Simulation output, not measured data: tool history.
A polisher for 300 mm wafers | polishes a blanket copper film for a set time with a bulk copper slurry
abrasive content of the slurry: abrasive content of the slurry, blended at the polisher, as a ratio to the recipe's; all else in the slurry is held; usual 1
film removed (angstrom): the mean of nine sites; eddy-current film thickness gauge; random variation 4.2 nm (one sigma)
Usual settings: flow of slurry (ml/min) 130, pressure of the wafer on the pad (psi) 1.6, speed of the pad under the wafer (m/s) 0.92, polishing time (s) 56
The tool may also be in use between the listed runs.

| run | hour | flow of slurry (ml/min) | pressure of the wafer on the pad (psi) | speed of the pad under the wafer (m/s) | abrasive content of the slurry | polishing time (s) | wafers since the last listed run | wafers polished on this pad | hours since the slurry nozzle was cleaned | hours since the head pressure was calibrated | hours since the slurry blender was calibrated | incoming thickness of the incoming film, nm | film removed (angstrom) |
|---|---|---|---|---|---|---|---|---|---|---|---|---|---|
| 1 | 0 | 130 | 1.3 | 0.92 | 1 | 56 | 0 | 1905 | 164.6 | 1123.3 | 337.7 | 4409.4 | 2155 |
| 2 | 39.4 | 130 | 1.6 | 0.92 | 1 | 56 | 238 | 2143 | 204 | 1162.7 | 377.1 | 4496.1 | 2635 |
|  | 97.5 | worn pad replaced by a new one |
| 3 | 104.9 | 130 | 1.6 | 0.92 | 1 | 56 | 371 | 44 | 269.5 | 1228.2 | 442.6 | 4462.2 | 2605 |
| 4 | 148 | 130 | 1.6 | 0.92 | 1 | 56 | 260 | 304 | 312.6 | 1271.3 | 485.7 | 4407.3 | 2622 |
|  | 151.1 | slurry blender recalibrated |
| 5 | 183.7 | 130 | 1.6 | 0.92 | 1 | 47 | 203 | 508 | 348.3 | 1307 | 32.6 | 4385.1 | 2160 |
| 6 | 247.4 | 130 | 1.6 | 0.92 | 1 | 47 | 384 | 893 | 412 | 1370.7 | 96.3 | 4468 | 2175 |
| 7 | 273.9 | 130 | 1.6 | 0.92 | 1 | 47 | 160 | 1053 | 438.5 | 1397.2 | 122.8 | 4440 | 2189 |
| 8 | 307.7 | 130 | 1.6 | 0.92 | 1 | 56 | 204 | 1257 | 472.3 | 1431 | 156.6 | 4415.4 | 2579 |
|  | 340.6 | head pressure recalibrated |
| 9 | 348.8 | 130 | 1.6 | 0.92 | 1 | 65 | 236 | 1493 | 513.4 | 8.2 | 197.7 | 4452.9 | 3361 |
|  | 389.9 | slurry nozzle cleaned |
| 10 | 466.7 | 130 | 1.6 | 1 | 1 | 64 | 706 | 2200 | 76.8 | 126.1 | 315.6 | 4458.3 | 3581 |
|  | 513.8 | worn pad replaced by a new one |
| 11 | 514.3 | 120 | 1.6 | 0.74 | 1.2 | 46 | 263 | 2 | 124.4 | 173.7 | 363.2 | 4425.5 | 1897 |
| 12 | 582.4 | 130 | 1.3 | 1.2 | 1.15 | 56 | 411 | 414 | 192.5 | 241.8 | 431.3 | 4410.9 | 2983 |
| 13 | 619.5 | 130 | 2.1 | 0.92 | 1 | 62 | 224 | 638 | 229.6 | 278.9 | 468.4 | 4398.1 | 4011 |
|  | 644.2 | slurry blender recalibrated |
| 14 | 682.5 | 130 | 1.6 | 0.92 | 1 | 56 | 368 | 1006 | 292.6 | 341.9 | 38.3 | 4476.3 | 2770 |
| 15 | 740.9 | 130 | 1.2 | 1.24 | 1 | 56 | 352 | 1359 | 351 | 400.3 | 96.7 | 4510.8 | 2712 |
| 16 | 795.2 | 130 | 1.6 | 0.92 | 1.1 | 56 | 328 | 1687 | 405.3 | 454.6 | 151 | 4392.7 | 2798 |
| 17 | 827.1 | 130 | 1.6 | 1.02 | 1 | 56 | 192 | 1880 | 437.2 | 486.5 | 182.9 | 4428.7 | 2956 |
| 18 | 894.5 | 130 | 1.6 | 0.92 | 1 | 56 | 407 | 2287 | 504.6 | 553.9 | 250.3 | 4363.9 | 2741 |
|  | 911.5 | worn pad replaced by a new one |
| 19 | 943.8 | 130 | 1.1 | 1.04 | 1 | 56 | 273 | 195 | 553.9 | 603.2 | 299.6 | 4427.9 | 2064 |
|  | 987.4 | slurry nozzle cleaned |
| 20 | 1015.3 | 130 | 1.8 | 1.04 | 1 | 56 | 425 | 621 | 27.9 | 674.7 | 371.1 | 4450.5 | 3329 |
|  | 1056.4 | slurry blender recalibrated |
| 21 | 1107.1 | 110 | 1.9 | 1.16 | 1 | 56 | 542 | 1163 | 119.7 | 766.5 | 50.7 | 4470.3 | 3937 |
| 22 | 1157.7 | 130 | 1.6 | 0.92 | 1 | 56 | 305 | 1469 | 170.3 | 817.1 | 101.3 | 4523.6 | 2603 |
| 23 | 1188 | 130 | 1.6 | 0.92 | 1 | 56 | 183 | 1652 | 200.6 | 847.4 | 131.6 | 4405.1 | 2611 |
| 24 | 1218.6 | 170 | 1.6 | 1.04 | 1.15 | 56 | 184 | 1837 | 231.2 | 878 | 162.2 | 4460.5 | 3146 |
|  | 1292.4 | worn pad replaced by a new one |
| 25 | 1292.9 | 90 | 1.8 | 0.92 | 1 | 73 | 424 | 3 | 305.5 | 952.3 | 236.5 | 4452.7 | 3538 |
| 26 | 1354.4 | 130 | 1.6 | 0.92 | 1 | 56 | 371 | 374 | 367 | 1013.8 | 298 | 4434.6 | 2605 |
| 27 | 1397.2 | 130 | 1.6 | 0.92 | 1 | 56 | 258 | 633 | 409.8 | 1056.6 | 340.8 | 4481.4 | 2548 |
| 28 | 1438.4 | 130 | 1.6 | 1.06 | 1 | 56 | 248 | 882 | 451 | 1097.8 | 382 | 4415.8 | 3068 |
|  | 1450.8 | slurry blender recalibrated |
| 29 | 1472.3 | 170 | 1.6 | 0.92 | 1 | 56 | 192 | 1074 | 484.9 | 1131.7 | 21.5 | 4413.9 | 2744 |
| 30 | 1509.8 | 105 | 1.6 | 0.92 | 1 | 56 | 226 | 1301 | 522.4 | 1169.2 | 59 | 4449.3 | 2560 |
| 31 | 1549.8 | 100 | 1.6 | 1.02 | 1.2 | 56 | 241 | 1543 | 562.4 | 1209.2 | 99 | 4401.8 | 2837 |

3 ways to go on from here, each from the tool as it stands after run 31. What would each give?
| A | 1550.2 | 130 | 1.6 | 0.92 | 1 | 56 | 2 | 1545 | 562.8 | 1209.6 | 99.4 | 4369.1 | ? |
| B | 1550.2 | 130 | 1.6 | 0.92 | 1.2 | 72 | 2 | 1545 | 562.8 | 1209.6 | 99.4 | 4369.1 | ? |
| C | 1550.2 | 130 | 1.9 | 1.04 | 1 | 40 | 2 | 1545 | 562.8 | 1209.6 | 99.4 | 4369.1 | ? |

| run | film removed (angstrom) |
|---|---|
| A | 2607 |
| B | 3473 |
| C | 2499 |
Without the tool's hidden state the same runs would have given:
| run | film removed (angstrom) |
|---|---|
| A | 2930 |
| B | 3903 |
| C | 2809 |
